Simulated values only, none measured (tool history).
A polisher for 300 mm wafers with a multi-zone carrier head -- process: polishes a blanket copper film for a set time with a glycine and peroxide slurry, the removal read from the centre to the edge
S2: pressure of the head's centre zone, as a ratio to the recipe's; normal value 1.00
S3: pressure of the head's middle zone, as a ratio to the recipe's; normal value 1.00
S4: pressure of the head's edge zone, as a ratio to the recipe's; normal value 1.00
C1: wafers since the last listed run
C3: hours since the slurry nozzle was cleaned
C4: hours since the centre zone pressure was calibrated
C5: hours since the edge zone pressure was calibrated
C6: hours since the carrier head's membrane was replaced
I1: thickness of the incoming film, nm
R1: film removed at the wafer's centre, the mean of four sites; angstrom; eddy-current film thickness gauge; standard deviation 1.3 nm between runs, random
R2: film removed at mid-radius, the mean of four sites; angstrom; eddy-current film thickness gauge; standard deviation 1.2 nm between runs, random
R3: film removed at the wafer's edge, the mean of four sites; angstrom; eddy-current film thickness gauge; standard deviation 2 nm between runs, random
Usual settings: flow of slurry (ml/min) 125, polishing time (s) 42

run 1 day=0.000 | flow_of_slurry_(ml/min)=125 S2=1.00 S3=1.00 S4=1.00 polishing_time_(s)=42 | C1=0 wafers_polished_on_this_pad=3099 C3=335.7 C4=917.0 C5=321.2 C6=444.7 | I1=1684.5 | R1=1880 R2=1884 R3=1835
run 2 day=1.429 | flow_of_slurry_(ml/min)=85 S2=1.00 S3=1.00 S4=1.00 polishing_time_(s)=42 | C1=372 wafers_polished_on_this_pad=3471 C3=370.0 C4=951.3 C5=355.5 C6=479.0 | I1=1646.3 | R1=1709 R2=1705 R3=1686
-- day=3.275 edge zone pressure recalibrated
run 3 day=3.450 | flow_of_slurry_(ml/min)=125 S2=1.00 S3=1.00 S4=1.00 polishing_time_(s)=42 | C1=504 wafers_polished_on_this_pad=3976 C3=418.5 C4=999.8 C5=4.2 C6=527.5 | I1=1661.7 | R1=1853 R2=1823 R3=1781
-- day=6.146 worn pad replaced by a new one
run 4 day=6.433 | flow_of_slurry_(ml/min)=150 S2=1.09 S3=1.00 S4=1.00 polishing_time_(s)=42 | C1=733 wafers_polished_on_this_pad=75 C3=490.1 C4=1071.4 C5=75.8 C6=599.1 | I1=1672.0 | R1=2220 R2=2025 R3=1924
run 5 day=8.858 | flow_of_slurry_(ml/min)=145 S2=1.00 S3=1.00 S4=1.00 polishing_time_(s)=51 | C1=631 wafers_polished_on_this_pad=706 C3=548.3 C4=1129.6 C5=134.0 C6=657.3 | I1=1636.7 | R1=2446 R2=2447 R3=2347
-- day=9.579 carrier head's membrane replaced by a new one
run 6 day=10.412 | flow_of_slurry_(ml/min)=125 S2=1.12 S3=1.00 S4=1.00 polishing_time_(s)=42 | C1=350 wafers_polished_on_this_pad=1057 C3=585.6 C4=1166.9 C5=171.3 C6=20.0 | I1=1646.9 | R1=2191 R2=1959 R3=1887
-- day=11.158 centre zone pressure recalibrated
run 7 day=11.971 | flow_of_slurry_(ml/min)=125 S2=1.09 S3=1.00 S4=1.00 polishing_time_(s)=54 | C1=384 wafers_polished_on_this_pad=1442 C3=623.0 C4=19.5 C5=208.7 C6=57.4 | I1=1660.1 | R1=2744 R2=2469 R3=2441
run 8 day=13.554 | flow_of_slurry_(ml/min)=125 S2=1.12 S3=1.00 S4=0.97 polishing_time_(s)=42 | C1=412 wafers_polished_on_this_pad=1854 C3=661.0 C4=57.5 C5=246.7 C6=95.4 | I1=1657.8 | R1=2180 R2=1939 R3=1866
run 9 day=14.579 | flow_of_slurry_(ml/min)=125 S2=1.00 S3=1.09 S4=1.00 polishing_time_(s)=35 | C1=267 wafers_polished_on_this_pad=2121 C3=685.6 C4=82.1 C5=271.3 C6=120.0 | I1=1660.7 | R1=1619 R2=1714 R3=1555
-- day=17.421 slurry nozzle cleaned
run 10 day=17.496 | flow_of_slurry_(ml/min)=125 S2=1.00 S3=1.00 S4=1.11 polishing_time_(s)=42 | C1=749 wafers_polished_on_this_pad=2870 C3=1.8 C4=152.1 C5=341.3 C6=190.0 | I1=1690.6 | R1=1879 R2=1888 R3=1906
run 11 day=20.188 | flow_of_slurry_(ml/min)=90 S2=1.00 S3=1.11 S4=1.00 polishing_time_(s)=42 | C1=701 wafers_polished_on_this_pad=3572 C3=66.4 C4=216.7 C5=405.9 C6=254.6 | I1=1631.1 | R1=1701 R2=1884 R3=1701
run 12 day=21.471 | flow_of_slurry_(ml/min)=125 S2=1.00 S3=1.00 S4=0.95 polishing_time_(s)=33 | C1=334 wafers_polished_on_this_pad=3906 C3=97.2 C4=247.5 C5=436.7 C6=285.4 | I1=1655.0 | R1=1438 R2=1449 R3=1365
run 13 day=22.621 | flow_of_slurry_(ml/min)=125 S2=0.89 S3=1.06 S4=1.00 polishing_time_(s)=29 | C1=299 wafers_polished_on_this_pad=4206 C3=124.8 C4=275.1 C5=464.3 C6=313.0 | I1=1644.6 | R1=1119 R2=1326 R3=1213
-- day=23.458 worn pad replaced by a new one
-- day=23.729 edge zone pressure recalibrated
run 14 day=24.871 | flow_of_slurry_(ml/min)=125 S2=1.00 S3=1.00 S4=1.06 polishing_time_(s)=42 | C1=521 wafers_polished_on_this_pad=346 C3=178.8 C4=329.1 C5=27.4 C6=367.0 | I1=1632.4 | R1=1948 R2=1958 R3=1959
run 15 day=27.042 | flow_of_slurry_(ml/min)=125 S2=1.00 S3=0.91 S4=1.00 polishing_time_(s)=42 | C1=565 wafers_polished_on_this_pad=912 C3=230.9 C4=381.2 C5=79.5 C6=419.1 | I1=1662.3 | R1=1967 R2=1825 R3=1911
run 16 day=29.421 | flow_of_slurry_(ml/min)=85 S2=0.92 S3=1.00 S4=0.89 polishing_time_(s)=54 | C1=619 wafers_polished_on_this_pad=1532 C3=288.0 C4=438.3 C5=136.6 C6=476.2 | I1=1663.0 | R1=2083 R2=2307 R3=2178

What does the tool deliver on the next run?
run 17 day=31.217 | flow_of_slurry_(ml/min)=125 S2=1.00 S3=1.08 S4=1.00 polishing_time_(s)=49 | C1=467 wafers_polished_on_this_pad=2000 C3=331.1 C4=481.4 C5=179.7 C6=519.3 | I1=1637.6 | R1=? R2=? R3=?

R1: 2247 angstrom
R2: 2405 angstrom
R3: 2228 angstrom
If the tool had no hidden condition, the same run with the same run-to-run variation would have returned R1 2282 angstrom, R2 2442 angstrom, R3 2262 angstrom.
